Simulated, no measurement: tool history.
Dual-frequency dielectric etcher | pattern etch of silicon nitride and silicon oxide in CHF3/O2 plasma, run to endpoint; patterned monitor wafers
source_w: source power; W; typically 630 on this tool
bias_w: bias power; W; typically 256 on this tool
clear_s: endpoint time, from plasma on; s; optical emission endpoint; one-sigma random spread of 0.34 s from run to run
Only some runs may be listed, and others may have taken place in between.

run	hour	source_w	bias_w	wafers since the last listed run	hours since the last wet clean	hours since the last source power generator calibration	hours since the last bias power generator calibration	hours since the last upper electrode change	incoming incoming film thickness, nm	clear_s
1	0	630	209	0	378.4	3867	2459.2	3960.9	203.7	124.5
2	22.7	630	256	166	401.1	3889.7	2481.9	3983.6	199.3	108.7
# hour 68.8: wet clean of the chamber
3	69.3	630	256	165	0.5	3936.3	2528.5	4030.2	203.7	115
4	69.6	630	256	2	0.8	3936.6	2528.8	4030.5	202.8	115.2
5	94	710	241	178	25.2	3961	2553.2	4054.9	201.9	109.7
6	108.6	630	222	107	39.8	3975.6	2567.8	4069.5	200.9	122.3
7	152.5	630	222	322	83.7	4019.5	2611.7	4113.4	201.8	122.3
8	181.2	630	224	210	112.4	4048.2	2640.4	4142.1	200.6	120.8
9	194	630	256	93	125.2	4061	2653.2	4154.9	200.9	112.5
10	222.3	630	256	207	153.5	4089.3	2681.5	4183.2	202.3	112.7
11	241.6	630	256	141	172.8	4108.6	2700.8	4202.5	201.9	112.8
12	275.1	630	256	245	206.3	4142.1	2734.3	4236	201.1	112.1
13	292.4	690	256	126	223.6	4159.4	2751.6	4253.3	199.7	105.7
14	327.3	690	256	256	258.5	4194.3	2786.5	4288.2	203.6	107.5
# hour 351.4: upper electrode replaced
15	351.9	670	306	4	283.1	4218.9	2811.1	0.5	203.3	99.6
16	370.2	670	306	134	301.4	4237.2	2829.4	18.8	200.7	97.8
17	400.1	730	256	219	331.3	4267.1	2859.3	48.7	200.8	102.5
18	423.3	630	256	170	354.5	4290.3	2882.5	71.9	203.1	111.7
# hour 471.6: source power generator calibrated
# hour 494: wet clean of the chamber
19	494.5	630	283	328	0.5	22.9	2953.7	143.1	203.1	108.3
20	503.2	630	256	63	9.2	31.6	2962.4	151.8	200.9	112.7
21	516	670	285	93	22	44.4	2975.2	164.6	200.1	102.7
# hour 539.4: bias power generator calibrated
22	549.1	630	256	213	55.1	77.5	9.7	197.7	200.6	111.5
23	563.7	750	256	107	69.7	92.1	24.3	212.3	201.4	102.6
24	583.3	630	279	143	89.3	111.7	43.9	231.9	200	107.1
25	616.2	710	317	241	122.2	144.6	76.8	264.8	202.1	94.3
26	635.7	630	256	143	141.7	164.1	96.3	284.3	203.3	113.3
27	660.3	630	256	180	166.3	188.7	120.9	308.9	202.7	112.6
28	676.9	540	198	121	182.9	205.3	137.5	325.5	202.2	141.1
29	690.5	560	211	99	196.5	218.9	151.1	339.1	201.9	132.7
30	713.1	540	256	165	219.1	241.5	173.7	361.7	202.4	122.1
31	730.4	520	218	126	236.4	258.8	191	379	200.1	134.7
32	744.6	580	195	104	250.6	273	205.2	393.2	203.7	136.5
33	772.5	490	227	204	278.5	300.9	233.1	421.1	202.5	137.9

Each row is a separate what-if for the run after 33, all from the same tool condition, not one after another. Results?
A	773	630	256	3	279	301.4	233.6	421.6	203	?
B	773	750	228	3	279	301.4	233.6	421.6	203	?
C	773	510	213	3	279	301.4	233.6	421.6	203	?
D	773	740	285	3	279	301.4	233.6	421.6	203	?

run	clear_s
A	111.1
B	107.5
C	139
D	96.5
With the hidden condition removed and each run's random variation left untouched, the same runs would have given:
run	clear_s
A	113.4
B	109.7
C	141.8
D	98.5

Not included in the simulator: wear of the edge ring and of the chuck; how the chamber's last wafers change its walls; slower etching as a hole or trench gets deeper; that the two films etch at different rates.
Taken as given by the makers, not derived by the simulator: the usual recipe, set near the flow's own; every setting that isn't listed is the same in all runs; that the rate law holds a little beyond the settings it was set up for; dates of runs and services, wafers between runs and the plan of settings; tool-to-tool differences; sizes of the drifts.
